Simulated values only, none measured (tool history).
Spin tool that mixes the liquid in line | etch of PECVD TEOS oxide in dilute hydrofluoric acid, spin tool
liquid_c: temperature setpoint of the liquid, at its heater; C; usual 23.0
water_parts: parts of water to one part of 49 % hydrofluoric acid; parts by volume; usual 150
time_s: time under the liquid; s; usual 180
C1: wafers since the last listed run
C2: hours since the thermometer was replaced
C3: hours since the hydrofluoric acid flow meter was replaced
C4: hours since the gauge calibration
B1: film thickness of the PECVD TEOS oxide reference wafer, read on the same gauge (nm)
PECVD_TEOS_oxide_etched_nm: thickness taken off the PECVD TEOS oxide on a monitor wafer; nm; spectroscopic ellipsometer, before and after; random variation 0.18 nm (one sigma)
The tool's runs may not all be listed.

run 1 hour=0.0 | liquid_c=23.0 water_parts=150 time_s=180 | C1=0 C2=2440.0 C3=864.3 C4=561.8 | B1=79.99 | PECVD_TEOS_oxide_etched_nm=21.83
run 2 hour=81.7 | liquid_c=23.0 water_parts=150 time_s=180 | C1=768 C2=2521.7 C3=946.0 C4=643.5 | B1=80.03 | PECVD_TEOS_oxide_etched_nm=21.92
run 3 hour=125.2 | liquid_c=23.0 water_parts=150 time_s=180 | C1=409 C2=2565.2 C3=989.5 C4=687.0 | B1=79.98 | PECVD_TEOS_oxide_etched_nm=21.28
run 4 hour=186.2 | liquid_c=25.5 water_parts=105 time_s=180 | C1=573 C2=2626.2 C3=1050.5 C4=748.0 | B1=80.04 | PECVD_TEOS_oxide_etched_nm=35.72
run 5 hour=235.7 | liquid_c=23.0 water_parts=150 time_s=180 | C1=465 C2=2675.7 C3=1100.0 C4=797.5 | B1=79.99 | PECVD_TEOS_oxide_etched_nm=21.48
run 6 hour=287.5 | liquid_c=23.0 water_parts=150 time_s=180 | C1=487 C2=2727.5 C3=1151.8 C4=849.3 | B1=79.98 | PECVD_TEOS_oxide_etched_nm=21.52
run 7 hour=336.4 | liquid_c=23.0 water_parts=150 time_s=180 | C1=460 C2=2776.4 C3=1200.7 C4=898.2 | B1=80.01 | PECVD_TEOS_oxide_etched_nm=21.43
run 8 hour=407.0 | liquid_c=25.5 water_parts=150 time_s=100 | C1=664 C2=2847.0 C3=1271.3 C4=968.8 | B1=80.01 | PECVD_TEOS_oxide_etched_nm=13.11
-- hour=438.1 hydrofluoric acid flow meter replaced
run 9 hour=448.9 | liquid_c=25.5 water_parts=150 time_s=100 | C1=384 C2=2888.9 C3=10.8 C4=1010.7 | B1=80.02 | PECVD_TEOS_oxide_etched_nm=14.09
-- hour=472.4 gauge calibrated
run 10 hour=508.6 | liquid_c=25.5 water_parts=150 time_s=100 | C1=561 C2=2948.6 C3=70.5 C4=36.2 | B1=80.01 | PECVD_TEOS_oxide_etched_nm=14.21
-- hour=517.4 thermometer replaced
run 11 hour=566.9 | liquid_c=23.0 water_parts=190 time_s=180 | C1=539 C2=49.5 C3=128.8 C4=94.5 | B1=79.98 | PECVD_TEOS_oxide_etched_nm=15.77
run 12 hour=595.5 | liquid_c=23.0 water_parts=190 time_s=180 | C1=269 C2=78.1 C3=157.4 C4=123.1 | B1=79.99 | PECVD_TEOS_oxide_etched_nm=15.80
run 13 hour=634.6 | liquid_c=23.0 water_parts=150 time_s=180 | C1=367 C2=117.2 C3=196.5 C4=162.2 | B1=80.03 | PECVD_TEOS_oxide_etched_nm=20.90
run 14 hour=701.7 | liquid_c=23.0 water_parts=125 time_s=95 | C1=631 C2=184.3 C3=263.6 C4=229.3 | B1=80.01 | PECVD_TEOS_oxide_etched_nm=13.63
run 15 hour=727.5 | liquid_c=23.0 water_parts=150 time_s=180 | C1=242 C2=210.1 C3=289.4 C4=255.1 | B1=79.97 | PECVD_TEOS_oxide_etched_nm=21.01
run 16 hour=786.6 | liquid_c=21.5 water_parts=115 time_s=180 | C1=556 C2=269.2 C3=348.5 C4=314.2 | B1=79.99 | PECVD_TEOS_oxide_etched_nm=26.96
run 17 hour=835.2 | liquid_c=23.0 water_parts=215 time_s=100 | C1=457 C2=317.8 C3=397.1 C4=362.8 | B1=79.98 | PECVD_TEOS_oxide_etched_nm=7.69
run 18 hour=862.8 | liquid_c=26.0 water_parts=150 time_s=180 | C1=259 C2=345.4 C3=424.7 C4=390.4 | B1=79.99 | PECVD_TEOS_oxide_etched_nm=23.60
run 19 hour=886.8 | liquid_c=26.0 water_parts=170 time_s=180 | C1=225 C2=369.4 C3=448.7 C4=414.4 | B1=80.04 | PECVD_TEOS_oxide_etched_nm=20.33
run 20 hour=930.0 | liquid_c=23.0 water_parts=205 time_s=180 | C1=406 C2=412.6 C3=491.9 C4=457.6 | B1=80.02 | PECVD_TEOS_oxide_etched_nm=14.31
run 21 hour=1141.3 | liquid_c=23.0 water_parts=80 time_s=115 | C1=1988 C2=623.9 C3=703.2 C4=668.9 | B1=79.94 | PECVD_TEOS_oxide_etched_nm=27.34
run 22 hour=1194.5 | liquid_c=23.0 water_parts=100 time_s=180 | C1=500 C2=677.1 C3=756.4 C4=722.1 | B1=79.99 | PECVD_TEOS_oxide_etched_nm=32.59
run 23 hour=1259.9 | liquid_c=23.0 water_parts=150 time_s=180 | C1=615 C2=742.5 C3=821.8 C4=787.5 | B1=80.00 | PECVD_TEOS_oxide_etched_nm=20.49
run 24 hour=1307.0 | liquid_c=23.0 water_parts=80 time_s=115 | C1=443 C2=789.6 C3=868.9 C4=834.6 | B1=79.95 | PECVD_TEOS_oxide_etched_nm=27.19

Hidden state at the last listed run before each entry between runs and at the first one after, where it differs:
Between runs 8 and 9: hydrofluoric acid flow meter replaced (hour 438.1)
  liquid hotter than its thermometer reads (K): 2.54 -> 2.58; hydrofluoric acid flow below the setpoint (%): 7.52 -> 0.416
  measured less the result without the state, PECVD_TEOS_oxide_etched_nm: +0.02 -> +1.22 nm
Between runs 9 and 10: gauge calibrated (hour 472.4)
  liquid hotter than its thermometer reads (K): 2.58 -> 2.63; hydrofluoric acid flow below the setpoint (%): 0.416 -> 0.74
  measured less the result without the state, PECVD_TEOS_oxide_etched_nm: +1.22 -> +1.21 nm
Between runs 10 and 11: thermometer replaced (hour 517.4)
  liquid hotter than its thermometer reads (K): 2.63 -> 0.294; hydrofluoric acid flow below the setpoint (%): 0.74 -> 1.06
  measured less the result without the state, PECVD_TEOS_oxide_etched_nm: +1.21 -> -0.03 nm

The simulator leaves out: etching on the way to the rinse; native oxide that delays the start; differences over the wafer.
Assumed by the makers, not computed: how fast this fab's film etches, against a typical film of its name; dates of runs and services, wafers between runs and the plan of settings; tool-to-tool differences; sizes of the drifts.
